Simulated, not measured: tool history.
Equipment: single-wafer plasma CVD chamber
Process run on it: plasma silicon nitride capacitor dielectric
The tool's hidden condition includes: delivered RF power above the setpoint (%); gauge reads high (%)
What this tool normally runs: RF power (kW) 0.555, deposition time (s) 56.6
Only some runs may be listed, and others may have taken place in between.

run,day,RF power (kW),deposition time (s),wafers since the last listed run,hours since the last RF generator calibration,hours since the showerhead was replaced,hours since the gauge calibration,"read-back reference wafer on the same gauge, thickness_nm",mean film thickness on the monitor wafer (Å)
1,0.000,0.555,53.8,0,961.5,5381.7,284.6,87.703,759.96
2,2.238,0.555,53.8,683,1015.2,5435.4,338.3,87.696,761.32
3,3.646,0.555,53.8,430,1049.0,5469.2,372.1,87.708,759.47
4,5.379,0.555,56.6,529,1090.6,5510.8,413.7,87.682,799.03
5,6.596,0.555,56.6,371,1119.8,5540.0,442.9,87.722,800.48
# day 8.154: showerhead replaced
6,8.854,0.555,56.6,588,1174.0,16.8,497.1,87.689,795.64
# day 8.962: gauge calibrated
7,13.846,0.555,56.6,1525,1293.8,136.6,117.2,87.729,797.40
8,15.388,0.555,56.6,471,1330.8,173.6,154.2,87.714,793.51

Run 9 comes next. What will it give?
9,16.567,0.555,47.8,360,1359.1,201.9,182.5,?,?

read-back reference wafer on the same gauge, thickness_nm: 87.665
mean film thickness on the monitor wafer (Å): 668.96
With the hidden condition absent and the run-to-run variation left alone, this run would have shown mean film thickness on the monitor wafer (Å) 690.23.

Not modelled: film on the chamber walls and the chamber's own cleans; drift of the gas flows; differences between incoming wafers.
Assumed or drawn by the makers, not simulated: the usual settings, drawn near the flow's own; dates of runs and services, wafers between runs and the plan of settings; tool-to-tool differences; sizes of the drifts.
